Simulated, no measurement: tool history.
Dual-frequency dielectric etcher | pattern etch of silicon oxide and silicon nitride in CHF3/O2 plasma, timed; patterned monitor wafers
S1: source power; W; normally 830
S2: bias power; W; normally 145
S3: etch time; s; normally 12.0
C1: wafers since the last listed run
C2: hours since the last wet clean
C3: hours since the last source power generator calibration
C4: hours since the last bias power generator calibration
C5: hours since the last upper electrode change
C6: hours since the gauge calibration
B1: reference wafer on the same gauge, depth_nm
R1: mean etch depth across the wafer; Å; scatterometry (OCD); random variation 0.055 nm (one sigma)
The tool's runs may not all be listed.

Run 1, hour 0.0: usual settings but S3 14.5 s; C1 0; C2 346.9; C3 5.8; C4 3168.3; C5 2509.5; C6 785.2; B1 17.00. Result: R1 219.4 Å.
At hour 36.7: bias power generator calibrated.
Run 2, hour 61.9: usual settings but S1 1000 W; C1 1149; C2 408.8; C3 67.7; C4 25.2; C5 2571.4; C6 847.1; B1 16.96. Result: R1 193.6 Å.
Run 3, hour 127.3: usual settings but S1 1000 W; C1 1298; C2 474.2; C3 133.1; C4 90.6; C5 2636.8; C6 912.5; B1 16.94. Result: R1 193.2 Å.
At hour 179.0: wet clean of the chamber.
Run 4, hour 179.5: usual settings but S1 1000 W; C1 559; C2 0.5; C3 185.3; C4 142.8; C5 2689.0; C6 964.7; B1 16.89. Result: R1 192.4 Å.
Run 5, hour 199.7: usual settings but S2 166 W, S3 10.5 s; C1 401; C2 20.7; C3 205.5; C4 163.0; C5 2709.2; C6 984.9; B1 16.89. Result: R1 164.8 Å.
Run 6, hour 240.9: usual settings but S2 166 W, S3 10.5 s; C1 818; C2 61.9; C3 246.7; C4 204.2; C5 2750.4; C6 1026.1; B1 16.87. Result: R1 163.8 Å.
At hour 257.7: gauge calibrated.
Run 7, hour 293.3: usual settings but S2 166 W, S3 10.5 s; C1 1040; C2 114.3; C3 299.1; C4 256.6; C5 2802.8; C6 35.6; B1 17.35. Result: R1 168.6 Å.
Run 8, hour 344.7: usual settings but S1 770 W, S2 120 W; C1 1020; C2 165.7; C3 350.5; C4 308.0; C5 2854.2; C6 87.0; B1 17.33. Result: R1 166.9 Å.
Run 9, hour 406.6: usual settings but S3 13.0 s; C1 1229; C2 227.6; C3 412.4; C4 369.9; C5 2916.1; C6 148.9; B1 17.30. Result: R1 199.2 Å.
Run 10, hour 475.3: usual settings; C1 1364; C2 296.3; C3 481.1; C4 438.6; C5 2984.8; C6 217.6; B1 17.25. Result: R1 183.3 Å.
Run 11, hour 531.5: usual settings but S1 880 W, S2 133 W; C1 1115; C2 352.5; C3 537.3; C4 494.8; C5 3041.0; C6 273.8; B1 17.23. Result: R1 181.2 Å.
Run 12, hour 585.8: usual settings but S1 910 W, S3 9.0 s; C1 1078; C2 406.8; C3 591.6; C4 549.1; C5 3095.3; C6 328.1; B1 17.19. Result: R1 141.9 Å.
At hour 661.1: upper electrode replaced.
Run 13, hour 661.6: usual settings but S1 650 W, S2 132 W; C1 1028; C2 482.6; C3 667.4; C4 624.9; C5 0.5; C6 403.9; B1 17.16. Result: R1 160.4 Å.
Run 14, hour 681.8: usual settings; C1 401; C2 502.8; C3 687.6; C4 645.1; C5 20.7; C6 424.1; B1 17.13. Result: R1 181.7 Å.
At hour 717.5: wet clean of the chamber.
Run 15, hour 719.7: usual settings but S2 120 W, S3 9.0 s; C1 275; C2 2.2; C3 725.5; C4 683.0; C5 58.6; C6 462.0; B1 17.12. Result: R1 128.1 Å.
Run 16, hour 782.6: usual settings but S1 1020 W, S2 114 W, S3 9.5 s; C1 1248; C2 65.1; C3 788.4; C4 745.9; C5 121.5; C6 524.9; B1 17.08. Result: R1 143.0 Å.
Run 17, hour 817.6: usual settings but S1 940 W, S2 168 W; C1 694; C2 100.1; C3 823.4; C4 780.9; C5 156.5; C6 559.9; B1 17.07. Result: R1 199.5 Å.
Run 18, hour 888.1: usual settings but S1 950 W, S2 120 W, S3 14.5 s; C1 1399; C2 170.6; C3 893.9; C4 851.4; C5 227.0; C6 630.4; B1 17.03. Result: R1 214.7 Å.
Run 19, hour 929.0: usual settings but S1 640 W; C1 812; C2 211.5; C3 934.8; C4 892.3; C5 267.9; C6 671.3; B1 17.00. Result: R1 162.1 Å.
Run 20, hour 963.8: usual settings; C1 690; C2 246.3; C3 969.6; C4 927.1; C5 302.7; C6 706.1; B1 16.98. Result: R1 179.6 Å.
Run 21, hour 1030.5: usual settings but S2 156 W; C1 1324; C2 313.0; C3 1036.3; C4 993.8; C5 369.4; C6 772.8; B1 16.94. Result: R1 184.3 Å.
Run 22, hour 1076.5: usual settings but S1 1010 W, S3 15.0 s; C1 913; C2 359.0; C3 1082.3; C4 1039.8; C5 415.4; C6 818.8; B1 16.92. Result: R1 242.8 Å.
Run 23, hour 1104.4: usual settings but S1 730 W, S2 126 W; C1 553; C2 386.9; C3 1110.2; C4 1067.7; C5 443.3; C6 846.7; B1 16.90. Result: R1 162.0 Å.
Run 24, hour 1175.5: usual settings but S1 1000 W, S2 170 W, S3 15.0 s; C1 1411; C2 458.0; C3 1181.3; C4 1138.8; C5 514.4; C6 917.8; B1 16.87. Result: R1 253.9 Å.
At hour 1286.9: wet clean of the chamber.
Run 25, hour 1288.0: usual settings; C1 1757; C2 1.1; C3 1293.8; C4 1251.3; C5 626.9; C6 1030.3; B1 16.81. Result: R1 178.2 Å.
Run 26, hour 1347.8: usual settings but S1 760 W, S2 136 W; C1 1187; C2 60.9; C3 1353.6; C4 1311.1; C5 686.7; C6 1090.1; B1 16.78. Result: R1 168.1 Å.
Run 27, hour 1385.6: usual settings but S1 660 W, S2 157 W, S3 13.5 s; C1 750; C2 98.7; C3 1391.4; C4 1348.9; C5 724.5; C6 1127.9; B1 16.75. Result: R1 187.8 Å.
Run 28, hour 1456.5: usual settings but S1 730 W; C1 1407; C2 169.6; C3 1462.3; C4 1419.8; C5 795.4; C6 1198.8; B1 16.71. Result: R1 168.0 Å.

For each run, what was the tool's unlogged condition?
etch rate over this chamber's usual, %: 0 in every run
source power that arrives over what is set, %: 0 in every run
bias power that arrives over what is set, %: 0 in every run
H1: gauge reads high (%)
run      H1
  1   -2.32
  2   -2.52
  3   -2.72
  4   -2.89
  5   -2.95
  6   -3.08
  7  -0.264
  8  -0.427
  9  -0.624
 10  -0.842
 11   -1.02
 12   -1.19
 13   -1.43
 14    -1.5
 15   -1.62
 16   -1.82
 17   -1.93
 18   -2.15
 19   -2.28
 20   -2.39
 21   -2.61
 22   -2.75
 23   -2.84
 24   -3.07
 25   -3.43
 26   -3.62
 27   -3.74
 28   -3.96
